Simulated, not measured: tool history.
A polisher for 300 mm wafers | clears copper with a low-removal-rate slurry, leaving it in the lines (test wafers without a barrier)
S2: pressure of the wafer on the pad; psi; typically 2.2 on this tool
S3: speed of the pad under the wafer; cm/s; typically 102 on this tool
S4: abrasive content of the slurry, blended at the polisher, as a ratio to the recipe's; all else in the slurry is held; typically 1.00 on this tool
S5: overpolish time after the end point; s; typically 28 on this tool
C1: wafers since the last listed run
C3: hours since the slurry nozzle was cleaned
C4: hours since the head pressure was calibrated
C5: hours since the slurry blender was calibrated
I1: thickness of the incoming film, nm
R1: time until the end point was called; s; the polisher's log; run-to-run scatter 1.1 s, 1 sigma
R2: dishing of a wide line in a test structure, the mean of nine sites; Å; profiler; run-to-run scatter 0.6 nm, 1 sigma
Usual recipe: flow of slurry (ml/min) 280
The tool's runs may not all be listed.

run 1 hour=0.0 | flow_of_slurry_(ml/min)=215 S2=2.2 S3=102 S4=1.00 S5=14 | C1=0 wafers_polished_on_this_pad=488 C3=624.8 C4=192.4 C5=183.1 | I1=235.9 | R1=141.3 R2=177
-- hour=9.1 slurry blender recalibrated
run 2 hour=13.7 | flow_of_slurry_(ml/min)=280 S2=2.2 S3=102 S4=1.00 S5=36 | C1=86 wafers_polished_on_this_pad=575 C3=638.5 C4=206.1 C5=4.6 | I1=237.7 | R1=133.3 R2=424
run 3 hour=30.3 | flow_of_slurry_(ml/min)=280 S2=2.2 S3=102 S4=1.00 S5=36 | C1=122 wafers_polished_on_this_pad=697 C3=655.1 C4=222.7 C5=21.2 | I1=235.6 | R1=131.6 R2=428
run 4 hour=41.6 | flow_of_slurry_(ml/min)=280 S2=2.2 S3=102 S4=1.00 S5=34 | C1=83 wafers_polished_on_this_pad=780 C3=666.4 C4=234.0 C5=32.5 | I1=234.3 | R1=131.5 R2=398
run 5 hour=52.4 | flow_of_slurry_(ml/min)=280 S2=2.2 S3=102 S4=1.00 S5=34 | C1=79 wafers_polished_on_this_pad=860 C3=677.2 C4=244.8 C5=43.3 | I1=237.6 | R1=133.1 R2=405
run 6 hour=72.0 | flow_of_slurry_(ml/min)=280 S2=2.2 S3=102 S4=1.00 S5=28 | C1=144 wafers_polished_on_this_pad=1005 C3=696.8 C4=264.4 C5=62.9 | I1=236.7 | R1=134.3 R2=332
run 7 hour=78.6 | flow_of_slurry_(ml/min)=280 S2=2.2 S3=102 S4=1.00 S5=28 | C1=48 wafers_polished_on_this_pad=1053 C3=703.4 C4=271.0 C5=69.5 | I1=235.0 | R1=131.4 R2=348
run 8 hour=87.5 | flow_of_slurry_(ml/min)=280 S2=2.2 S3=102 S4=1.00 S5=28 | C1=65 wafers_polished_on_this_pad=1119 C3=712.3 C4=279.9 C5=78.4 | I1=238.9 | R1=136.3 R2=344
-- hour=100.0 worn pad replaced by a new one
run 9 hour=100.5 | flow_of_slurry_(ml/min)=280 S2=2.2 S3=102 S4=1.00 S5=28 | C1=66 wafers_polished_on_this_pad=3 C3=725.3 C4=292.9 C5=91.4 | I1=239.8 | R1=136.6 R2=341
run 10 hour=110.1 | flow_of_slurry_(ml/min)=280 S2=2.2 S3=102 S4=1.00 S5=28 | C1=70 wafers_polished_on_this_pad=74 C3=734.9 C4=302.5 C5=101.0 | I1=230.2 | R1=131.7 R2=348
run 11 hour=117.9 | flow_of_slurry_(ml/min)=280 S2=2.2 S3=102 S4=1.00 S5=28 | C1=57 wafers_polished_on_this_pad=131 C3=742.7 C4=310.3 C5=108.8 | I1=234.7 | R1=134.6 R2=339
run 12 hour=124.6 | flow_of_slurry_(ml/min)=280 S2=2.2 S3=102 S4=1.00 S5=28 | C1=49 wafers_polished_on_this_pad=181 C3=749.4 C4=317.0 C5=115.5 | I1=234.6 | R1=135.5 R2=346
run 13 hour=132.6 | flow_of_slurry_(ml/min)=205 S2=1.8 S3=102 S4=1.00 S5=20 | C1=59 wafers_polished_on_this_pad=240 C3=757.4 C4=325.0 C5=123.5 | I1=236.1 | R1=170.8 R2=209
run 14 hour=143.7 | flow_of_slurry_(ml/min)=280 S2=2.2 S3=118 S4=1.10 S5=28 | C1=81 wafers_polished_on_this_pad=322 C3=768.5 C4=336.1 C5=134.6 | I1=236.8 | R1=114.5 R2=375
run 15 hour=161.2 | flow_of_slurry_(ml/min)=280 S2=2.2 S3=82 S4=1.00 S5=45 | C1=129 wafers_polished_on_this_pad=451 C3=786.0 C4=353.6 C5=152.1 | I1=230.3 | R1=167.4 R2=421
run 16 hour=171.3 | flow_of_slurry_(ml/min)=280 S2=2.2 S3=82 S4=1.00 S5=45 | C1=74 wafers_polished_on_this_pad=525 C3=796.1 C4=363.7 C5=162.2 | I1=232.3 | R1=171.9 R2=407
run 17 hour=179.0 | flow_of_slurry_(ml/min)=280 S2=2.2 S3=102 S4=1.00 S5=18 | C1=56 wafers_polished_on_this_pad=582 C3=803.8 C4=371.4 C5=169.9 | I1=233.6 | R1=141.8 R2=227
-- hour=185.9 head pressure recalibrated
-- hour=189.9 slurry nozzle cleaned
run 18 hour=213.1 | flow_of_slurry_(ml/min)=250 S2=2.2 S3=102 S4=1.00 S5=28 | C1=229 wafers_polished_on_this_pad=811 C3=23.2 C4=27.2 C5=204.0 | I1=234.3 | R1=148.9 R2=313
run 19 hour=226.9 | flow_of_slurry_(ml/min)=280 S2=2.2 S3=102 S4=1.00 S5=28 | C1=101 wafers_polished_on_this_pad=913 C3=37.0 C4=41.0 C5=217.8 | I1=235.6 | R1=151.1 R2=312
-- hour=245.9 worn pad replaced by a new one
run 20 hour=246.4 | flow_of_slurry_(ml/min)=280 S2=2.2 S3=70 S4=1.00 S5=28 | C1=114 wafers_polished_on_this_pad=3 C3=56.5 C4=60.5 C5=237.3 | I1=235.9 | R1=225.6 R2=221
-- hour=249.5 slurry blender recalibrated
run 21 hour=253.2 | flow_of_slurry_(ml/min)=280 S2=2.2 S3=102 S4=1.00 S5=28 | C1=35 wafers_polished_on_this_pad=39 C3=63.3 C4=67.3 C5=3.7 | I1=236.3 | R1=132.5 R2=345
run 22 hour=270.4 | flow_of_slurry_(ml/min)=240 S2=1.8 S3=102 S4=0.70 S5=28 | C1=126 wafers_polished_on_this_pad=166 C3=80.5 C4=84.5 C5=20.9 | I1=235.4 | R1=186.9 R2=248
run 23 hour=278.8 | flow_of_slurry_(ml/min)=200 S2=2.9 S3=102 S4=1.00 S5=28 | C1=61 wafers_polished_on_this_pad=228 C3=88.9 C4=92.9 C5=29.3 | I1=230.9 | R1=100.0 R2=430
run 24 hour=296.3 | flow_of_slurry_(ml/min)=280 S2=2.2 S3=102 S4=1.00 S5=28 | C1=129 wafers_polished_on_this_pad=357 C3=106.4 C4=110.4 C5=46.8 | I1=239.4 | R1=135.6 R2=347
run 25 hour=321.0 | flow_of_slurry_(ml/min)=280 S2=2.2 S3=126 S4=0.75 S5=38 | C1=182 wafers_polished_on_this_pad=539 C3=131.1 C4=135.1 C5=71.5 | I1=231.3 | R1=118.7 R2=467
run 26 hour=349.7 | flow_of_slurry_(ml/min)=205 S2=2.2 S3=102 S4=1.00 S5=13 | C1=211 wafers_polished_on_this_pad=750 C3=159.8 C4=163.8 C5=100.2 | I1=232.3 | R1=134.3 R2=174
run 27 hour=359.1 | flow_of_slurry_(ml/min)=280 S2=2.2 S3=102 S4=1.00 S5=28 | C1=69 wafers_polished_on_this_pad=820 C3=169.2 C4=173.2 C5=109.6 | I1=232.9 | R1=133.2 R2=344
run 28 hour=369.7 | flow_of_slurry_(ml/min)=280 S2=2.9 S3=102 S4=1.25 S5=28 | C1=78 wafers_polished_on_this_pad=898 C3=179.8 C4=183.8 C5=120.2 | I1=237.7 | R1=96.0 R2=457
run 29 hour=380.9 | flow_of_slurry_(ml/min)=280 S2=2.2 S3=102 S4=1.00 S5=28 | C1=82 wafers_polished_on_this_pad=981 C3=191.0 C4=195.0 C5=131.4 | I1=237.2 | R1=136.8 R2=342

List, for all runs, the conditions of the tool that the log does not record:
removal rate lost through wear of the pad, %: 0, the same for each run
slurry flow missing at the pad, %: 0, the same for each run
deviation of the head's pressure from its setpoint, %: 0, the same for each run
H1: abrasive missing from the slurry, %
run=1 H1=18.6
run=2 H1=3.08
run=3 H1=3.32
run=4 H1=3.65
run=5 H1=4.11
run=6 H1=5.26
run=7 H1=5.75
run=8 H1=6.48
run=9 H1=7.7
run=10 H1=8.73
run=11 H1=9.63
run=12 H1=10.5
run=13 H1=11.5
run=14 H1=13.1
run=15 H1=15.9
run=16 H1=17.7
run=17 H1=19.1
run=18 H1=26.2
run=19 H1=29.4
run=20 H1=34.3
run=21 H1=3.33
run=22 H1=3.57
run=23 H1=3.8
run=24 H1=4.54
run=25 H1=6.16
run=26 H1=8.9
run=27 H1=9.99
run=28 H1=11.3
run=29 H1=12.9
